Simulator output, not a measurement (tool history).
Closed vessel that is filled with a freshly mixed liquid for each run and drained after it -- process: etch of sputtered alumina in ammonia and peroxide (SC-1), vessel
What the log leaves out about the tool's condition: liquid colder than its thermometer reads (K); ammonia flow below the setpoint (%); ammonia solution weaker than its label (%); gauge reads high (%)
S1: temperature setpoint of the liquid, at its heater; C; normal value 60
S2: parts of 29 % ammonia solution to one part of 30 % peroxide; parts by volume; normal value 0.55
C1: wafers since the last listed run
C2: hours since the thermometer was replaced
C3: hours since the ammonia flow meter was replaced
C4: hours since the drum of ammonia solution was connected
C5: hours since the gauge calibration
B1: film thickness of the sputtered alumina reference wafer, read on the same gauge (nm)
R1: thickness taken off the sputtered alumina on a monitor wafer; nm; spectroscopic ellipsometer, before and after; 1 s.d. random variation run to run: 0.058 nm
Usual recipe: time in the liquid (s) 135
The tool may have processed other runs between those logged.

run 1 day=0 | S1=60 S2=0.55 time_in_the_liquid_(s)=190 | C1=0 C2=2038.7 C3=884.5 C4=625.2 C5=35.2 | B1=110.02 | R1=21.33
run 2 day=0.346 | S1=66 S2=0.55 time_in_the_liquid_(s)=135 | C1=1007 C2=2047 C3=892.8 C4=633.5 C5=43.5 | B1=110 | R1=20.58
run 3 day=0.888 | S1=66 S2=0.55 time_in_the_liquid_(s)=135 | C1=1577 C2=2060 C3=905.8 C4=646.5 C5=56.5 | B1=110.05 | R1=20.52
run 4 day=1.458 | S1=66 S2=0.55 time_in_the_liquid_(s)=135 | C1=1662 C2=2073.7 C3=919.5 C4=660.2 C5=70.2 | B1=110.01 | R1=20.57
run 5 day=2.192 | S1=60 S2=0.55 time_in_the_liquid_(s)=135 | C1=2136 C2=2091.3 C3=937.1 C4=677.8 C5=87.8 | B1=109.99 | R1=14.98
run 6 day=2.475 | S1=60 S2=0.55 time_in_the_liquid_(s)=135 | C1=825 C2=2098.1 C3=943.9 C4=684.6 C5=94.6 | B1=110.03 | R1=15.06
run 7 day=3.025 | S1=60 S2=0.55 time_in_the_liquid_(s)=135 | C1=1602 C2=2111.3 C3=957.1 C4=697.8 C5=107.8 | B1=110.02 | R1=15.13
run 8 day=3.55 | S1=60 S2=0.55 time_in_the_liquid_(s)=135 | C1=1529 C2=2123.9 C3=969.7 C4=710.4 C5=120.4 | B1=109.96 | R1=14.95
run 9 day=3.85 | S1=60 S2=0.55 time_in_the_liquid_(s)=135 | C1=873 C2=2131.1 C3=976.9 C4=717.6 C5=127.6 | B1=110.03 | R1=15.02
run 10 day=4.425 | S1=60 S2=0.55 time_in_the_liquid_(s)=135 | C1=1674 C2=2144.9 C3=990.7 C4=731.4 C5=141.4 | B1=110.06 | R1=15.01
run 11 day=4.938 | S1=60 S2=0.55 time_in_the_liquid_(s)=135 | C1=1492 C2=2157.2 C3=1003 C4=743.7 C5=153.7 | B1=109.99 | R1=15.03
run 12 day=5.467 | S1=60 S2=0.55 time_in_the_liquid_(s)=135 | C1=1541 C2=2169.9 C3=1015.7 C4=756.4 C5=166.4 | B1=110 | R1=15.04
run 13 day=6.588 | S1=68 S2=0.55 time_in_the_liquid_(s)=135 | C1=3264 C2=2196.8 C3=1042.6 C4=783.3 C5=193.3 | B1=109.98 | R1=22.53
-- day=6.883 thermometer replaced
run 14 day=7.2 | S1=68.5 S2=0.45 time_in_the_liquid_(s)=210 | C1=1662 C2=7.6 C3=1057.3 C4=798 C5=208 | B1=109.94 | R1=39.38
-- day=7.612 gauge calibrated
run 15 day=7.638 | S1=60 S2=0.65 time_in_the_liquid_(s)=165 | C1=1274 C2=18.1 C3=1067.8 C4=808.5 C5=0.6 | B1=110.01 | R1=20.92
run 16 day=8.154 | S1=60 S2=0.55 time_in_the_liquid_(s)=135 | C1=1504 C2=30.5 C3=1080.2 C4=820.9 C5=13 | B1=110.01 | R1=16.79
run 17 day=8.417 | S1=60 S2=0.55 time_in_the_liquid_(s)=135 | C1=764 C2=36.8 C3=1086.5 C4=827.2 C5=19.3 | B1=109.99 | R1=16.85
-- day=8.729 ammonia flow meter replaced
run 18 day=8.817 | S1=60 S2=0.55 time_in_the_liquid_(s)=210 | C1=1043 C2=46.4 C3=2.1 C4=836.8 C5=28.9 | B1=110.03 | R1=26.27
-- day=9.117 new drum of ammonia solution connected
run 19 day=9.15 | S1=60 S2=0.75 time_in_the_liquid_(s)=135 | C1=849 C2=54.4 C3=10.1 C4=0.8 C5=36.9 | B1=110 | R1=17.29
run 20 day=10.808 | S1=60 S2=0.7 time_in_the_liquid_(s)=135 | C1=4830 C2=94.2 C3=49.9 C4=40.6 C5=76.7 | B1=110.04 | R1=17.24
run 21 day=11.104 | S1=68 S2=0.55 time_in_the_liquid_(s)=105 | C1=861 C2=101.3 C3=57 C4=47.7 C5=83.8 | B1=109.96 | R1=19.49
run 22 day=11.75 | S1=60 S2=0.55 time_in_the_liquid_(s)=135 | C1=1881 C2=116.8 C3=72.5 C4=63.2 C5=99.3 | B1=110.03 | R1=16.74
run 23 day=12.146 | S1=64.5 S2=0.65 time_in_the_liquid_(s)=135 | C1=1152 C2=126.3 C3=82 C4=72.7 C5=108.8 | B1=109.97 | R1=21.4
run 24 day=12.817 | S1=53.5 S2=0.7 time_in_the_liquid_(s)=100 | C1=1953 C2=142.4 C3=98.1 C4=88.8 C5=124.9 | B1=110.02 | R1=9

Predict each of these 5 candidate next runs independently; none follows another, all start after run 24:
run A day=12.846 | S1=60 S2=0.55 time_in_the_liquid_(s)=135 | C1=84 C2=143.1 C3=98.8 C4=89.5 C5=125.6 | B1=? | R1=?
run B day=12.846 | S1=68.5 S2=0.55 time_in_the_liquid_(s)=135 | C1=84 C2=143.1 C3=98.8 C4=89.5 C5=125.6 | B1=? | R1=?
run C day=12.846 | S1=53 S2=0.55 time_in_the_liquid_(s)=90 | C1=84 C2=143.1 C3=98.8 C4=89.5 C5=125.6 | B1=? | R1=?
run D day=12.846 | S1=52.5 S2=0.55 time_in_the_liquid_(s)=85 | C1=84 C2=143.1 C3=98.8 C4=89.5 C5=125.6 | B1=? | R1=?
run E day=12.846 | S1=60 S2=0.55 time_in_the_liquid_(s)=205 | C1=84 C2=143.1 C3=98.8 C4=89.5 C5=125.6 | B1=? | R1=?

run=A B1=110.01 R1=16.8
run=B B1=110.01 R1=25.72
run=C B1=110.01 R1=7.74
run=D B1=110.01 R1=7.12
run=E B1=110.01 R1=25.52
With the hidden condition removed and each run's random variation left untouched, the same runs would have given:
run=A R1=17.2
run=B R1=26.28
run=C R1=7.93
run=D R1=7.29
run=E R1=26.12
